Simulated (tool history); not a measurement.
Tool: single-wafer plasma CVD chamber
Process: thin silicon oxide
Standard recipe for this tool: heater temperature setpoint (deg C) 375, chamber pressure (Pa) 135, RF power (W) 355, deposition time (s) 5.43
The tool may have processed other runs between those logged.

run	day	heater temperature setpoint (deg C)	chamber pressure (Pa)	RF power (W)	deposition time (s)	wafers since the last listed run	hours since the last thermocouple change	hours since the last RF generator calibration	hours since the last manometer calibration	hours since the showerhead was replaced	hours since the gauge calibration	read-back reference wafer on the same gauge, thickness_nm	mean film thickness on the monitor wafer (Å)
1	0.000	375	135	355	5.43	0	2563.9	2158.5	1390.7	4649.0	105.5	12.800	130.48
2	0.429	375	135	355	5.43	513	2574.2	2168.8	1401.0	4659.3	115.8	12.799	129.82
3	0.942	375	135	355	5.43	613	2586.5	2181.1	1413.3	4671.6	128.1	12.792	130.07
4	1.308	375	135	355	5.43	439	2595.3	2189.9	1422.1	4680.4	136.9	12.795	129.80
5	1.721	375	135	355	5.43	493	2605.2	2199.8	1432.0	4690.3	146.8	12.799	129.74
6	2.058	375	135	355	5.43	404	2613.3	2207.9	1440.1	4698.4	154.9	12.802	129.96
7	2.608	375	135	355	5.43	658	2626.5	2221.1	1453.3	4711.6	168.1	12.791	129.30
# day 2.988: gauge calibrated
# day 3.412: capacitance manometer re-zeroed and calibrated
8	3.433	375	135	400	6.40	588	2646.3	2240.9	0.5	4731.4	10.7	12.805	174.57
# day 4.004: showerhead replaced, of another model than before
# day 4.062: RF generator calibrated
# day 4.375: thermocouple changed; heater temperature recalibrated
9	4.396	375	135	355	6.47	310	0.5	8.0	23.6	9.4	33.8	12.799	168.73
10	4.408	375	135	395	4.37	14	0.8	8.3	23.9	9.7	34.1	12.804	117.16
11	4.788	363	152	355	5.43	453	9.9	17.4	33.0	18.8	43.2	12.793	155.55
12	5.404	375	135	355	4.69	738	24.7	32.2	47.8	33.6	58.0	12.800	122.70
13	5.679	375	135	355	5.92	329	31.3	38.8	54.4	40.2	64.6	12.798	154.76
14	6.012	375	135	355	5.43	399	39.3	46.8	62.4	48.2	72.6	12.788	141.35

What if the next run were any one of these 4? Each begins from the tool's condition after run 14:
A	6.029	375	135	355	5.43	19	39.7	47.2	62.8	48.6	73.0	?	?
B	6.029	362	156	295	5.82	19	39.7	47.2	62.8	48.6	73.0	?	?
C	6.029	385	164	355	6.19	19	39.7	47.2	62.8	48.6	73.0	?	?
D	6.029	367	113	375	5.43	19	39.7	47.2	62.8	48.6	73.0	?	?

run	read-back reference wafer on the same gauge, thickness_nm	mean film thickness on the monitor wafer (Å)
A	12.794	141.58
B	12.794	160.99
C	12.794	181.65
D	12.794	125.07
Take away the tool's hidden state, keep each run's random variation, and the runs would have read:
run	mean film thickness on the monitor wafer (Å)
A	141.07
B	160.41
C	181.25
D	124.50

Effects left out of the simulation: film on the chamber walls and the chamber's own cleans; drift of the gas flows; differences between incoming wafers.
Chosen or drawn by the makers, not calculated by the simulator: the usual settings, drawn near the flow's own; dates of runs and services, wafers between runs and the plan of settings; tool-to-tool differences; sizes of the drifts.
